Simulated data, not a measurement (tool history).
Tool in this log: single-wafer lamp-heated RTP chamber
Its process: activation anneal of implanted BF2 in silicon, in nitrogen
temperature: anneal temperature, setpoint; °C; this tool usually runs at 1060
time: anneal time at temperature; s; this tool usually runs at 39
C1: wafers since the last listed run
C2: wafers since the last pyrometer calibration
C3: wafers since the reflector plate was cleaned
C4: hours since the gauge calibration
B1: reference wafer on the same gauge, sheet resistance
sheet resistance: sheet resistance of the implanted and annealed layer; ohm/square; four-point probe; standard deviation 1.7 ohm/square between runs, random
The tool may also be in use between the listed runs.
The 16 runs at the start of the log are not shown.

run 17 hour=1376.9 | temperature=1082 time=59 | C1=524 C2=611 C3=4807 C4=156.8 | B1=511.15 | sheet_resistance=580.97
-- hour=1394.7 reflector plate cleaned
run 18 hour=1477.3 | temperature=1060 time=39 | C1=873 C2=1484 C3=781 C4=257.2 | B1=511.25 | sheet_resistance=606.5
run 19 hour=1515.9 | temperature=1060 time=24 | C1=364 C2=1849 C3=1145 C4=295.8 | B1=510.66 | sheet_resistance=619.13
run 20 hour=1557.8 | temperature=1041 time=56 | C1=396 C2=2245 C3=1542 C4=337.7 | B1=510.79 | sheet_resistance=604.13
run 21 hour=1633.4 | temperature=1045 time=39 | C1=714 C2=2960 C3=2256 C4=413.3 | B1=511.29 | sheet_resistance=612.64
run 22 hour=1731 | temperature=1060 time=39 | C1=922 C2=3882 C3=3179 C4=510.9 | B1=511.44 | sheet_resistance=603.47
run 23 hour=1832 | temperature=1078 time=54 | C1=954 C2=4837 C3=4133 C4=611.9 | B1=511.08 | sheet_resistance=578.88
-- hour=1876.7 pyrometer window cleaned and pyrometer calibrated
-- hour=1904.4 reflector plate cleaned
run 24 hour=1911.1 | temperature=1067 time=44 | C1=596 C2=249 C3=63 C4=691 | B1=511.72 | sheet_resistance=602.26
run 25 hour=2003.9 | temperature=1075 time=61 | C1=877 C2=1127 C3=940 C4=783.8 | B1=510.61 | sheet_resistance=583.16
run 26 hour=2087.5 | temperature=1090 time=29 | C1=790 C2=1917 C3=1730 C4=867.4 | B1=510.55 | sheet_resistance=597.87
run 27 hour=2183.1 | temperature=1030 time=21 | C1=903 C2=2820 C3=2634 C4=963 | B1=511.17 | sheet_resistance=637.39
run 28 hour=2274.1 | temperature=1084 time=16 | C1=860 C2=3681 C3=3494 C4=1054 | B1=511.44 | sheet_resistance=621.28
run 29 hour=2330.6 | temperature=1048 time=58 | C1=534 C2=4215 C3=4028 C4=1110.5 | B1=510.79 | sheet_resistance=597.61
run 30 hour=2374 | temperature=1035 time=27 | C1=410 C2=4625 C3=4439 C4=1153.9 | B1=511.29 | sheet_resistance=630.74
-- hour=2404.7 reflector plate cleaned
-- hour=2450.2 pyrometer window cleaned and pyrometer calibrated
run 31 hour=2475.4 | temperature=1060 time=39 | C1=807 C2=237 C3=592 C4=1255.3 | B1=510.97 | sheet_resistance=613.44

What if the next run were any one of these 5? Each begins from the tool's condition after run 31:
run A hour=2475.8 | temperature=1060 time=39 | C1=3 C2=241 C3=596 C4=1255.7 | B1=? | sheet_resistance=?
run B hour=2475.8 | temperature=1060 time=19 | C1=3 C2=241 C3=596 C4=1255.7 | B1=? | sheet_resistance=?
run C hour=2475.8 | temperature=1078 time=49 | C1=3 C2=241 C3=596 C4=1255.7 | B1=? | sheet_resistance=?
run D hour=2475.8 | temperature=1060 time=47 | C1=3 C2=241 C3=596 C4=1255.7 | B1=? | sheet_resistance=?
run E hour=2475.8 | temperature=1081 time=17 | C1=3 C2=241 C3=596 C4=1255.7 | B1=? | sheet_resistance=?

run=A B1=511.1 sheet_resistance=614.66
run=B B1=511.1 sheet_resistance=634.77
run=C B1=511.1 sheet_resistance=593.77
run=D B1=511.1 sheet_resistance=608.61
run=E B1=511.1 sheet_resistance=627.91
The same runs, with their run-to-run variation unchanged, on a tool lacking any hidden condition would have given:
run=A sheet_resistance=616.05
run=B sheet_resistance=635.65
run=C sheet_resistance=595.33
run=D sheet_resistance=610.06
run=E sheet_resistance=628.97
